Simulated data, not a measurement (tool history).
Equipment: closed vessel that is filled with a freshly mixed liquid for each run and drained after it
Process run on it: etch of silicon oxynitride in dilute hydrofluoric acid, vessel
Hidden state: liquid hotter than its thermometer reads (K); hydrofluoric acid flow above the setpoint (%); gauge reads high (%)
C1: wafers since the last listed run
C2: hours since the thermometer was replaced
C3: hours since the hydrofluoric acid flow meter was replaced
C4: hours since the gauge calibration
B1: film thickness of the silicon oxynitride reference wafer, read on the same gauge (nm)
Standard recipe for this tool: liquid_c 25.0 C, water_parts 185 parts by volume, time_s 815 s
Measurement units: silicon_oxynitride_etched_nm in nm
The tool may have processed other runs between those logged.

Run 1, day 0.000: usual settings but liquid_c 27.0 C; C1 0; C2 703.4; C3 1024.6; C4 642.2; B1 29.97. Result: silicon_oxynitride_etched_nm 10.60 nm.
At day 1.746: thermometer replaced.
Run 2, day 4.492: usual settings but water_parts 225 parts by volume; C1 4308; C2 65.9; C3 1132.4; C4 750.0; B1 29.98. Result: silicon_oxynitride_etched_nm 7.78 nm.
Run 3, day 8.721: usual settings but water_parts 225 parts by volume; C1 4094; C2 167.4; C3 1233.9; C4 851.5; B1 30.01. Result: silicon_oxynitride_etched_nm 7.76 nm.
Run 4, day 12.692: usual settings but liquid_c 26.5 C, time_s 520 s; C1 3844; C2 262.7; C3 1329.2; C4 946.8; B1 30.00. Result: silicon_oxynitride_etched_nm 6.74 nm.
Run 5, day 16.338: usual settings but liquid_c 26.5 C, time_s 520 s; C1 3529; C2 350.2; C3 1416.7; C4 1034.3; B1 29.98. Result: silicon_oxynitride_etched_nm 6.86 nm.
Run 6, day 19.342: usual settings; C1 2908; C2 422.3; C3 1488.8; C4 1106.4; B1 30.01. Result: silicon_oxynitride_etched_nm 9.89 nm.
Run 7, day 27.008: usual settings; C1 7422; C2 606.3; C3 1672.8; C4 1290.4; B1 30.01. Result: silicon_oxynitride_etched_nm 10.10 nm.
Run 8, day 28.525: usual settings; C1 1468; C2 642.7; C3 1709.2; C4 1326.8; B1 30.00. Result: silicon_oxynitride_etched_nm 9.99 nm.
At day 30.933: hydrofluoric acid flow meter replaced.
Run 9, day 31.658: usual settings; C1 2993; C2 717.9; C3 17.4; C4 1402.0; B1 30.00. Result: silicon_oxynitride_etched_nm 9.25 nm.
Run 10, day 34.304: usual settings but water_parts 115 parts by volume; C1 2561; C2 781.4; C3 80.9; C4 1465.5; B1 30.01. Result: silicon_oxynitride_etched_nm 16.01 nm.
Run 11, day 36.562: usual settings; C1 2186; C2 835.6; C3 135.1; C4 1519.7; B1 29.99. Result: silicon_oxynitride_etched_nm 9.45 nm.
At day 38.479: thermometer replaced.
Run 12, day 40.208: usual settings but liquid_c 29.5 C, water_parts 140 parts by volume; C1 3489; C2 41.5; C3 222.6; C4 1607.2; B1 29.98. Result: silicon_oxynitride_etched_nm 16.06 nm.
At day 40.304: gauge calibrated.
Run 13, day 44.254: usual settings but liquid_c 21.0 C, water_parts 115 parts by volume; C1 3916; C2 138.6; C3 319.7; C4 94.8; B1 30.00. Result: silicon_oxynitride_etched_nm 13.32 nm.
Run 14, day 46.958: usual settings but liquid_c 26.5 C, time_s 520 s; C1 2617; C2 203.5; C3 384.6; C4 159.7; B1 30.02. Result: silicon_oxynitride_etched_nm 6.45 nm.

Run 15 has not been measured yet. What should we expect?
Run 15, day 48.525: usual settings but water_parts 150 parts by volume, time_s 430 s; C1 1516; C2 241.1; C3 422.2; C4 197.3; B1 ?. Result: silicon_oxynitride_etched_nm ?.

Run 15 measured B1 29.99, silicon_oxynitride_etched_nm 6.33 nm.
Were there no unlogged condition in the tool, this run, its random variation unchanged, would have produced silicon_oxynitride_etched_nm 6.10 nm.
